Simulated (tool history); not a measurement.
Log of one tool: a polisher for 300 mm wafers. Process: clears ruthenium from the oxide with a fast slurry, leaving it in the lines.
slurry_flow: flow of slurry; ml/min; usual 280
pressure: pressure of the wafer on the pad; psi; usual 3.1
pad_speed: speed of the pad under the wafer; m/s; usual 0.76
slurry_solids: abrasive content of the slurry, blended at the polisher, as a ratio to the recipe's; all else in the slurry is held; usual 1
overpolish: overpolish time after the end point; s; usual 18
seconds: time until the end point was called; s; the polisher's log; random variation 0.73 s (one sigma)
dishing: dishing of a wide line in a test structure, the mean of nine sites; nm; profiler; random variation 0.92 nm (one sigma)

| run | hour | slurry_flow | pressure | pad_speed | slurry_solids | overpolish | incoming thickness of the incoming film, nm | seconds | dishing |
|---|---|---|---|---|---|---|---|---|---|
| 1 | 0 | 280 | 3.1 | 0.76 | 1 | 18 | 170.5 | 58.3 | 42 |
| 2 | 160.1 | 280 | 3.1 | 0.76 | 1 | 18 | 171.4 | 60.1 | 42.1 |
|  | 170.4 | head pressure recalibrated |
| 3 | 206.8 | 280 | 3.1 | 0.76 | 1 | 18 | 168.3 | 59.3 | 40.6 |
| 4 | 288.9 | 280 | 3.1 | 0.76 | 1 | 18 | 170.6 | 62.1 | 39 |
|  | 353 | slurry nozzle cleaned |
| 5 | 365.8 | 280 | 2.2 | 0.76 | 1 | 18 | 166.7 | 85.1 | 30.2 |
| 6 | 453.9 | 280 | 2.2 | 0.76 | 1 | 18 | 167.7 | 83.8 | 30 |
|  | 462.5 | worn pad replaced by a new one, of another model than before |
|  | 470.3 | slurry blender recalibrated |
| 7 | 549.7 | 320 | 3.1 | 0.76 | 1 | 18 | 172.1 | 54.4 | 43.9 |
| 8 | 632.9 | 350 | 3.1 | 0.76 | 1 | 12 | 172.1 | 55.5 | 30 |
| 9 | 702.7 | 195 | 3.1 | 0.92 | 1.1 | 11 | 166.7 | 47 | 32.4 |
| 10 | 755.2 | 280 | 3.1 | 0.76 | 0.9 | 18 | 170.2 | 63.6 | 37.2 |
| 11 | 837 | 280 | 3.1 | 0.76 | 1 | 18 | 171.6 | 59.9 | 40.4 |
| 12 | 896.9 | 280 | 3.4 | 0.76 | 1.25 | 18 | 166.5 | 45.8 | 49 |
| 13 | 985 | 280 | 3.1 | 0.76 | 1 | 18 | 168.3 | 59.2 | 39.8 |
| 14 | 1022.5 | 280 | 3.1 | 0.76 | 1 | 18 | 170.2 | 59.6 | 39.3 |
| 15 | 1059 | 280 | 3.1 | 0.76 | 1.2 | 18 | 168.6 | 52.1 | 43.6 |
|  | 1095.9 | slurry blender recalibrated |
| 16 | 1139.4 | 280 | 3.1 | 0.76 | 0.85 | 18 | 168.6 | 60.1 | 38.7 |
|  | 1160.9 | slurry nozzle cleaned |
|  | 1220.5 | worn pad replaced by a new one |
| 17 | 1241.5 | 305 | 3.1 | 0.76 | 1 | 28 | 170.4 | 56.6 | 57.2 |
| 18 | 1291.9 | 380 | 3.1 | 0.68 | 1 | 18 | 167.7 | 60.3 | 40.1 |
|  | 1344.1 | head pressure recalibrated |
| 19 | 1390.4 | 190 | 3.1 | 0.68 | 1 | 22 | 169.3 | 66.6 | 42.8 |
| 20 | 1458.6 | 280 | 3.1 | 0.76 | 1 | 18 | 171.4 | 61.9 | 38.4 |
| 21 | 1513.6 | 280 | 3.1 | 0.76 | 1 | 18 | 168.4 | 60.7 | 39.3 |
| 22 | 1578.7 | 280 | 3.1 | 0.58 | 1.1 | 11 | 172.3 | 69.4 | 23.4 |
| 23 | 1634.1 | 280 | 3.7 | 0.76 | 1 | 27 | 168.3 | 53.9 | 56.1 |
|  | 1710.9 | slurry blender recalibrated |
| 24 | 1728.4 | 280 | 3.1 | 0.58 | 0.7 | 18 | 167.9 | 81.4 | 29.6 |
| 25 | 1786.8 | 215 | 3.1 | 0.76 | 1 | 18 | 169.4 | 54.8 | 41.3 |
|  | 1822.3 | slurry nozzle cleaned |
| 26 | 1891.8 | 280 | 3.1 | 0.76 | 1.1 | 18 | 167.2 | 51 | 43.9 |
|  | 1934.4 | worn pad replaced by a new one |
| 27 | 1984.3 | 210 | 2.1 | 0.76 | 1 | 18 | 168.3 | 76 | 33 |

5 ways to go on from here, each from the tool as it stands after run 27. What would each give?
| A | 1984.7 | 280 | 3.1 | 0.58 | 1 | 18 | 173 | ? | ? |
| B | 1984.7 | 370 | 3.1 | 0.76 | 1.1 | 8 | 173 | ? | ? |
| C | 1984.7 | 225 | 3.1 | 0.62 | 1 | 18 | 173 | ? | ? |
| D | 1984.7 | 280 | 3.9 | 0.76 | 1 | 18 | 173 | ? | ? |
| E | 1984.7 | 280 | 2.5 | 0.9 | 1 | 12 | 173 | ? | ? |

| run | seconds | dishing |
|---|---|---|
| A | 70.2 | 35.7 |
| B | 54 | 22.1 |
| C | 68.8 | 36.3 |
| D | 49.7 | 47.1 |
| E | 61.5 | 28.3 |
Without the tool's hidden state the same runs would have given:
| run | seconds | dishing |
|---|---|---|
| A | 62 | 39.5 |
| B | 48.2 | 24.6 |
| C | 60.7 | 40.2 |
| D | 43.9 | 51.7 |
| E | 54.3 | 31.5 |
